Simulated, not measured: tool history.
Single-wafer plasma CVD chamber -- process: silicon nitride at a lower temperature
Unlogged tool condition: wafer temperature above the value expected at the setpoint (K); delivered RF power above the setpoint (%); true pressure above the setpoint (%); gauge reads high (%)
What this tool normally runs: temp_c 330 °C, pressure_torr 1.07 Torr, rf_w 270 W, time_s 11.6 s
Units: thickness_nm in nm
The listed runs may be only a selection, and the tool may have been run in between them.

| run | hour | temp_c | pressure_torr | rf_w | time_s | wafers since the last listed run | hours since the last thermocouple change | hours since the last RF generator calibration | hours since the last manometer calibration | hours since the showerhead was replaced | hours since the gauge calibration | read-back reference wafer on the same gauge, thickness_nm | thickness_nm |
|---|---|---|---|---|---|---|---|---|---|---|---|---|---|
| 1 | 0.0 | 339 | 1.07 | 270 | 11.6 | 0 | 1635.2 | 751.9 | 2566.1 | 2540.9 | 447.9 | 9.983 | 11.825 |
| 2 | 40.8 | 339 | 1.07 | 270 | 11.6 | 1432 | 1676.0 | 792.7 | 2606.9 | 2581.7 | 488.7 | 10.000 | 11.821 |
| 3 | 95.6 | 339 | 1.07 | 270 | 11.6 | 1923 | 1730.8 | 847.5 | 2661.7 | 2636.5 | 543.5 | 10.005 | 11.809 |
| 4 | 128.1 | 330 | 1.07 | 270 | 11.6 | 1140 | 1763.3 | 880.0 | 2694.2 | 2669.0 | 576.0 | 10.004 | 11.819 |
| 5 | 161.2 | 330 | 1.07 | 270 | 11.6 | 1161 | 1796.4 | 913.1 | 2727.3 | 2702.1 | 609.1 | 10.014 | 11.757 |
| 6 | 195.7 | 330 | 1.07 | 270 | 11.6 | 1210 | 1830.9 | 947.6 | 2761.8 | 2736.6 | 643.6 | 10.010 | 11.687 |
|  | 231.3 | thermocouple changed; heater temperature recalibrated |
| 7 | 253.0 | 330 | 0.97 | 270 | 11.6 | 1730 | 21.7 | 1004.9 | 2819.1 | 2793.9 | 700.9 | 9.973 | 11.054 |
|  | 266.4 | capacitance manometer re-zeroed and calibrated |
|  | 309.2 | showerhead replaced |
| 8 | 309.7 | 330 | 0.97 | 270 | 11.6 | 1428 | 78.4 | 1061.6 | 43.3 | 0.5 | 757.6 | 10.003 | 11.506 |
| 9 | 368.5 | 330 | 0.95 | 270 | 11.6 | 2063 | 137.2 | 1120.4 | 102.1 | 59.3 | 816.4 | 9.986 | 11.526 |
| 10 | 398.0 | 330 | 0.95 | 270 | 11.6 | 1035 | 166.7 | 1149.9 | 131.6 | 88.8 | 845.9 | 9.984 | 11.497 |
|  | 417.7 | RF generator calibrated |
| 11 | 425.9 | 330 | 0.95 | 270 | 11.6 | 698 | 194.6 | 8.2 | 159.5 | 116.7 | 873.8 | 10.005 | 11.460 |
| 12 | 460.4 | 330 | 1.07 | 270 | 11.6 | 1210 | 229.1 | 42.7 | 194.0 | 151.2 | 908.3 | 9.983 | 12.109 |
| 13 | 505.5 | 330 | 1.07 | 270 | 11.6 | 1582 | 274.2 | 87.8 | 239.1 | 196.3 | 953.4 | 9.992 | 12.274 |
| 14 | 552.2 | 330 | 0.87 | 230 | 12.7 | 1639 | 320.9 | 134.5 | 285.8 | 243.0 | 1000.1 | 10.000 | 10.651 |
| 15 | 617.9 | 330 | 1.32 | 270 | 11.6 | 2306 | 386.6 | 200.2 | 351.5 | 308.7 | 1065.8 | 9.990 | 13.243 |
| 16 | 650.2 | 330 | 1.07 | 270 | 11.6 | 1133 | 418.9 | 232.5 | 383.8 | 341.0 | 1098.1 | 9.998 | 12.209 |
| 17 | 679.9 | 330 | 1.07 | 300 | 13.9 | 1042 | 448.6 | 262.2 | 413.5 | 370.7 | 1127.8 | 10.011 | 15.593 |
| 18 | 724.6 | 330 | 1.07 | 290 | 11.6 | 1568 | 493.3 | 306.9 | 458.2 | 415.4 | 1172.5 | 9.992 | 12.850 |
| 19 | 776.0 | 330 | 0.95 | 220 | 9.3 | 1804 | 544.7 | 358.3 | 509.6 | 466.8 | 1223.9 | 10.009 | 7.931 |
| 20 | 808.4 | 330 | 1.22 | 270 | 10.3 | 1137 | 577.1 | 390.7 | 542.0 | 499.2 | 1256.3 | 9.992 | 11.533 |
|  | 844.9 | gauge calibrated |
| 21 | 868.9 | 315 | 1.18 | 270 | 11.6 | 2123 | 637.6 | 451.2 | 602.5 | 559.7 | 24.0 | 9.996 | 12.808 |
| 22 | 904.1 | 345 | 1.07 | 270 | 11.6 | 1235 | 672.8 | 486.4 | 637.7 | 594.9 | 59.2 | 9.994 | 12.093 |
| 23 | 956.2 | 316 | 1.07 | 305 | 10.6 | 1828 | 724.9 | 538.5 | 689.8 | 647.0 | 111.3 | 10.002 | 12.226 |
| 24 | 1012.0 | 330 | 1.07 | 270 | 11.6 | 1958 | 780.7 | 594.3 | 745.6 | 702.8 | 167.1 | 10.009 | 12.153 |
| 25 | 1046.1 | 330 | 1.07 | 290 | 11.6 | 1196 | 814.8 | 628.4 | 779.7 | 736.9 | 201.2 | 9.995 | 12.773 |
| 26 | 1090.6 | 322 | 1.07 | 320 | 10.2 | 1561 | 859.3 | 672.9 | 824.2 | 781.4 | 245.7 | 10.011 | 12.042 |
| 27 | 1121.2 | 330 | 1.07 | 270 | 10.9 | 1074 | 889.9 | 703.5 | 854.8 | 812.0 | 276.3 | 10.008 | 11.335 |
| 28 | 1149.9 | 330 | 1.07 | 315 | 11.6 | 1007 | 918.6 | 732.2 | 883.5 | 840.7 | 305.0 | 10.006 | 13.449 |

How would selected steps in thickness_nm from run to run divide? Give the signed amount a tool lacking its hidden state would still show from settings, what came in and random variation, and the signed amount left for the hidden state, including any gauge scatter that is not in both of the compared results.
Run 6 -> 7: pressure_torr 1.07 -> 0.97, thermocouple changed; heater temperature recalibrated. thickness_nm -0.633 nm: hidden state -0.045, all else -0.588.
Run 7 -> 8: capacitance manometer re-zeroed and calibrated, showerhead replaced. thickness_nm +0.452 nm: hidden state +0.516, all else -0.064.
Run 18 -> 19: pressure_torr 1.07 -> 0.95, rf_w 290 -> 220, time_s 11.6 -> 9.3. thickness_nm -4.919 nm: hidden state -0.016, all else -4.903.
Run 19 -> 20: pressure_torr 0.95 -> 1.22, rf_w 220 -> 270, time_s 9.3 -> 10.3. thickness_nm +3.602 nm: hidden state +0.004, all else +3.598.
